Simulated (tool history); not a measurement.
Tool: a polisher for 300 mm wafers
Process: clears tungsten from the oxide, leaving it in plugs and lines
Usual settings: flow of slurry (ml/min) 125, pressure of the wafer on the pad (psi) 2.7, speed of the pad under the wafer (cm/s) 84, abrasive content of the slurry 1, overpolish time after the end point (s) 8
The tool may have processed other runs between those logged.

run,day,flow of slurry (ml/min),pressure of the wafer on the pad (psi),speed of the pad under the wafer (cm/s),abrasive content of the slurry,overpolish time after the end point (s),"incoming thickness of the incoming film, nm",time until the end point was called (s)
1,0,105,2.7,84,1,8,315.6,146.6
2,4.283,125,2.7,84,1,8,315.6,128
3,6.825,125,2.7,84,1,8,311.5,128.2
4,10.204,125,2.7,84,1,8,318.6,137.6
5,14.038,125,2.7,84,1,8,312.1,140.4
6,18.508,125,2.7,84,1,8,311.4,142.6
7,22.571,125,2.7,84,1,8,310.7,123.4
8,24.483,125,2.7,84,1,8,316.6,127.8
9,28.292,125,2.7,84,1,8,317,131.9
10,34.604,150,2.7,84,1,8,314.3,134.6
11,38.088,125,2.7,84,1,9,319.5,130.7
12,43.367,125,2.7,84,1,9,316.1,127.3
13,45.433,125,2.7,84,1,9,314,133.2
14,48.346,125,2.7,92,1,5,314.2,127.8
15,52.504,150,2.7,102,1,8,313.7,106.3
16,56.15,125,2.7,94,1.25,8,317.7,111.1
17,58.954,125,2.7,84,1,9,315.2,129.9
18,61.121,125,2.7,110,1,12,308.5,106.1
19,63.121,125,2.7,112,1,5,310.8,109.3
20,65.671,125,2.7,84,1,6,312.9,137.7
21,67.788,125,2.7,92,1,8,309.5,115.8
22,72.233,125,2.7,84,1,8,308.7,127.8
23,75.771,125,2.7,84,1,8,317.6,135.6
24,79.921,105,2.7,84,0.8,9,316.8,154.2
25,84.067,125,2.7,84,1,8,320.7,143.4
26,87.171,100,2.7,84,1,5,313.8,131.1

Removed from this log: 21 entries logged between the listed runs. Between which two listed runs does each belong, and how does the tool's hidden state at the listed run before it compare with that at the listed run after it?
Between runs 1 and 2: worn pad replaced by a new one (day 0.396)
  removal rate lost through wear of the pad, %: 13.3 -> 3.63
  difference, measured minus the result without the unlogged condition, time until the end point was called (s): +19.5 -> +4.7
Between runs 2 and 3: slurry tank refilled with fresh slurry and peroxide (day 4.667)
  removal rate lost through wear of the pad, %: 3.63 -> 5.38
  difference, measured minus the result without the unlogged condition, time until the end point was called (s): +4.7 -> +6.9
Between runs 4 and 5: slurry nozzle cleaned (day 10.408); slurry blender recalibrated (day 12.129)
  removal rate lost through wear of the pad, %: 7.71 -> 10.3
  difference, measured minus the result without the unlogged condition, time until the end point was called (s): +10.6 -> +14.5
Between runs 6 and 7: worn pad replaced by a new one (day 19.767); slurry tank refilled with fresh slurry and peroxide (day 21.562)
  removal rate lost through wear of the pad, %: 13.4 -> 1.97
  difference, measured minus the result without the unlogged condition, time until the end point was called (s): +19.1 -> +2.5
Between runs 9 and 10: slurry blender recalibrated (day 31.15); slurry nozzle cleaned (day 31.971); head pressure recalibrated (day 33.712)
  removal rate lost through wear of the pad, %: 5.91 -> 10.3
  difference, measured minus the result without the unlogged condition, time until the end point was called (s): +7.8 -> +13.8
Between runs 10 and 11: worn pad replaced by a new one (day 36.062)
  removal rate lost through wear of the pad, %: 10.3 -> 1.67
  difference, measured minus the result without the unlogged condition, time until the end point was called (s): +13.8 -> +2.2
Between runs 11 and 12: slurry tank refilled with fresh slurry and peroxide (day 40.371)
  removal rate lost through wear of the pad, %: 1.67 -> 5.31
  difference, measured minus the result without the unlogged condition, time until the end point was called (s): +2.2 -> +6.8
Between runs 13 and 14: slurry blender recalibrated (day 46.858)
  removal rate lost through wear of the pad, %: 6.73 -> 8.73
  difference, measured minus the result without the unlogged condition, time until the end point was called (s): +8.9 -> +11.1
Between runs 14 and 15: worn pad replaced by a new one (day 51.038)
  removal rate lost through wear of the pad, %: 8.73 -> 1.22
  difference, measured minus the result without the unlogged condition, time until the end point was called (s): +11.1 -> +1.3
Between runs 16 and 17: slurry tank refilled with fresh slurry and peroxide (day 57.062)
  removal rate lost through wear of the pad, %: 3.73 -> 5.66
  difference, measured minus the result without the unlogged condition, time until the end point was called (s): +4.1 -> +7.3
Between runs 17 and 18: slurry nozzle cleaned (day 59.104)
  removal rate lost through wear of the pad, %: 5.66 -> 7.15
  difference, measured minus the result without the unlogged condition, time until the end point was called (s): +7.3 -> +7.6
Between runs 19 and 20: slurry blender recalibrated (day 64.183)
  removal rate lost through wear of the pad, %: 8.53 -> 10.3
  difference, measured minus the result without the unlogged condition, time until the end point was called (s): +9.3 -> +14.2
Between runs 20 and 21: worn pad replaced by a new one (day 66.817)
  removal rate lost through wear of the pad, %: 10.3 -> 0.942
  difference, measured minus the result without the unlogged condition, time until the end point was called (s): +14.2 -> +1.1
Between runs 23 and 24: slurry tank refilled with fresh slurry and peroxide (day 75.954)
  removal rate lost through wear of the pad, %: 6.44 -> 9.29
  difference, measured minus the result without the unlogged condition, time until the end point was called (s): +8.8 -> +14.3
Between runs 25 and 26: slurry nozzle cleaned (day 84.129); slurry blender recalibrated (day 84.192); worn pad replaced by a new one (day 85.7)
  removal rate lost through wear of the pad, %: 12.1 -> 2.28
  difference, measured minus the result without the unlogged condition, time until the end point was called (s): +17.4 -> +3
